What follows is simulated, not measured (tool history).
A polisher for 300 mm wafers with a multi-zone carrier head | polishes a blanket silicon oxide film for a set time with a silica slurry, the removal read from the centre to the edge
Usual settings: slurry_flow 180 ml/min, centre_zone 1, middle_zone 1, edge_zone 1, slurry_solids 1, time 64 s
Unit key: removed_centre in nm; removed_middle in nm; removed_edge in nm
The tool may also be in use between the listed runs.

| run | hour | slurry_flow | centre_zone | middle_zone | edge_zone | slurry_solids | time | wafers since the last listed run | wafers polished on this pad | hours since the slurry nozzle was cleaned | hours since the centre zone pressure was calibrated | hours since the edge zone pressure was calibrated | hours since the carrier head's membrane was replaced | incoming thickness of the incoming film, nm | removed_centre | removed_middle | removed_edge |
|---|---|---|---|---|---|---|---|---|---|---|---|---|---|---|---|---|---|
| 1 | 0 | 180 | 1 | 1 | 1 | 1 | 64 | 0 | 1417 | 348.1 | 441 | 46.6 | 824.4 | 1773.7 | 93.9 | 101.8 | 105.3 |
|  | 6.7 | centre zone pressure recalibrated |
| 2 | 46.1 | 205 | 1 | 1 | 1 | 1 | 76 | 384 | 1802 | 394.2 | 39.4 | 92.7 | 870.5 | 1787.1 | 125.2 | 126 | 125.7 |
| 3 | 107.4 | 180 | 1 | 1 | 1 | 1 | 64 | 534 | 2336 | 455.5 | 100.7 | 154 | 931.8 | 1791.9 | 100.7 | 103.7 | 104.6 |
|  | 140.6 | slurry nozzle cleaned |
| 4 | 176.3 | 180 | 1 | 1 | 1 | 1 | 64 | 591 | 2928 | 35.7 | 169.6 | 222.9 | 1000.7 | 1788.9 | 102 | 103.5 | 103.9 |
| 5 | 221.6 | 180 | 1 | 1 | 1.03 | 1 | 64 | 394 | 3323 | 81 | 214.9 | 268.2 | 1046 | 1752.9 | 100.7 | 102.7 | 105.4 |
| 6 | 324.2 | 240 | 1 | 1 | 1 | 1 | 64 | 894 | 4217 | 183.6 | 317.5 | 370.8 | 1148.6 | 1781.8 | 101.6 | 106.8 | 107.4 |
|  | 343.7 | worn pad replaced by a new one |
| 7 | 375.3 | 180 | 1 | 1 | 1 | 1 | 64 | 410 | 275 | 234.7 | 368.6 | 421.9 | 1199.7 | 1779.6 | 94.8 | 100.2 | 106.5 |
|  | 397 | centre zone pressure recalibrated |
| 8 | 423.9 | 180 | 1 | 1 | 1.1 | 1 | 51 | 406 | 681 | 283.3 | 26.9 | 470.5 | 1248.3 | 1810.6 | 81.8 | 80.2 | 88.5 |
| 9 | 486.4 | 180 | 1 | 1 | 1 | 1 | 64 | 544 | 1226 | 345.8 | 89.4 | 533 | 1310.8 | 1807.8 | 100.6 | 102.4 | 105.8 |
| 10 | 593.9 | 180 | 1 | 1 | 1 | 1 | 64 | 937 | 2164 | 453.3 | 196.9 | 640.5 | 1418.3 | 1809.6 | 98.9 | 101.9 | 103.7 |

Forecast run 11:
|  | 605.2 | slurry nozzle cleaned |
| 11 | 672.8 | 180 | 1 | 1 | 1 | 1 | 64 | 679 | 2843 | 67.6 | 275.8 | 719.4 | 1497.2 | 1791.7 | ? | ? | ? |

removed_centre: 99.1 nm
removed_middle: 103.9 nm
removed_edge: 105.1 nm
With the hidden condition absent and the run-to-run variation left alone, this run would have shown removed_centre 102.3 nm, removed_middle 103.9 nm, removed_edge 105.1 nm.

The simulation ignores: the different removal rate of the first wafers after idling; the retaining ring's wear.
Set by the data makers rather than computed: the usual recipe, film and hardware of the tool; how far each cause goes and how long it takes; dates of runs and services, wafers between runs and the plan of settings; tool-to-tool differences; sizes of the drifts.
